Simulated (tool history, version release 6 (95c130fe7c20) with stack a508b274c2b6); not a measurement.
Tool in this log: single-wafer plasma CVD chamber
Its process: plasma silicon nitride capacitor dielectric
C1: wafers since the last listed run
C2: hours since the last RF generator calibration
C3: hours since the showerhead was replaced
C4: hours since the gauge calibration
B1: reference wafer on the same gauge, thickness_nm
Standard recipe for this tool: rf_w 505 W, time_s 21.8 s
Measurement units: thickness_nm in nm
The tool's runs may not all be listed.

Run 1, day 0: usual settings; C1 0; C2 1707.4; C3 3227.1; C4 109.5; B1 26.002. Result: thickness_nm 30.54 nm.
Run 2, day 0.758: usual settings; C1 377; C2 1725.6; C3 3245.3; C4 127.7; B1 26.003. Result: thickness_nm 30.569 nm.
Run 3, day 1.467: usual settings but time_s 24.6 s; C1 352; C2 1742.6; C3 3262.3; C4 144.7; B1 26.004. Result: thickness_nm 34.581 nm.
Run 4, day 2.95: usual settings but time_s 24.6 s; C1 738; C2 1778.2; C3 3297.9; C4 180.3; B1 25.998. Result: thickness_nm 34.567 nm.
Run 5, day 4.204: usual settings; C1 624; C2 1808.3; C3 3328; C4 210.4; B1 25.995. Result: thickness_nm 30.589 nm.
Run 6, day 7.483: usual settings but time_s 20 s; C1 1633; C2 1887; C3 3406.7; C4 289.1; B1 25.992. Result: thickness_nm 28.014 nm.
Run 7, day 8.188: usual settings but rf_w 535 W, time_s 19.8 s; C1 350; C2 1903.9; C3 3423.6; C4 306; B1 26.002. Result: thickness_nm 28.189 nm.
Run 8, day 8.983: usual settings but rf_w 535 W, time_s 19.8 s; C1 396; C2 1923; C3 3442.7; C4 325.1; B1 25.993. Result: thickness_nm 28.176 nm.
At day 11.804: gauge calibrated.
Run 9, day 12.425: usual settings but rf_w 535 W; C1 1714; C2 2005.6; C3 3525.3; C4 14.9; B1 26.001. Result: thickness_nm 31.007 nm.
At day 13.358: showerhead replaced.
Run 10, day 13.583: usual settings but time_s 24.6 s; C1 410; C2 2033.4; C3 5.4; C4 42.7; B1 26.001. Result: thickness_nm 34.514 nm.
At day 13.95: RF generator calibrated.
Run 11, day 14.354: usual settings but rf_w 460 W, time_s 24.1 s; C1 217; C2 9.7; C3 23.9; C4 61.2; B1 25.994. Result: thickness_nm 33.777 nm.
Run 12, day 15.775: usual settings but rf_w 470 W; C1 707; C2 43.8; C3 58; C4 95.3; B1 26.002. Result: thickness_nm 30.652 nm.
Run 13, day 17.142: usual settings but rf_w 445 W, time_s 18.5 s; C1 680; C2 76.6; C3 90.8; C4 128.1; B1 26.009. Result: thickness_nm 25.582 nm.
Run 14, day 18.396: usual settings; C1 624; C2 106.7; C3 120.9; C4 158.2; B1 26.002. Result: thickness_nm 31.154 nm.
Run 15, day 19.842: usual settings but rf_w 425 W, time_s 23.5 s; C1 720; C2 141.4; C3 155.6; C4 192.9; B1 26.002. Result: thickness_nm 32.094 nm.
Run 16, day 20.717: usual settings but rf_w 560 W, time_s 19.2 s; C1 435; C2 162.4; C3 176.6; C4 213.9; B1 25.999. Result: thickness_nm 28.075 nm.
Run 17, day 21.221: usual settings but rf_w 470 W, time_s 18 s; C1 251; C2 174.5; C3 188.7; C4 226; B1 26.001. Result: thickness_nm 25.143 nm.
Run 18, day 21.725: usual settings but rf_w 565 W, time_s 19.9 s; C1 251; C2 186.6; C3 200.8; C4 238.1; B1 26. Result: thickness_nm 29.109 nm.

Below are 3 alternative next runs, each starting from the tool's condition after run 18. Predict each:
Run A, day 21.742: usual settings; C1 8; C2 187; C3 201.2; C4 238.5; B1 ?. Result: thickness_nm ?.
Run B, day 21.742: usual settings but rf_w 420 W, time_s 23.1 s; C1 8; C2 187; C3 201.2; C4 238.5; B1 ?. Result: thickness_nm ?.
Run C, day 21.742: usual settings but rf_w 450 W; C1 8; C2 187; C3 201.2; C4 238.5; B1 ?. Result: thickness_nm ?.

run      B1  thickness_nm
  A  26.001        31.027
  B  26.001        31.446
  C  26.001        30.169
Stripped of hidden state, with their random variation kept, the same runs would have yielded:
run  thickness_nm
  A        31.247
  B         31.67
  C        30.384

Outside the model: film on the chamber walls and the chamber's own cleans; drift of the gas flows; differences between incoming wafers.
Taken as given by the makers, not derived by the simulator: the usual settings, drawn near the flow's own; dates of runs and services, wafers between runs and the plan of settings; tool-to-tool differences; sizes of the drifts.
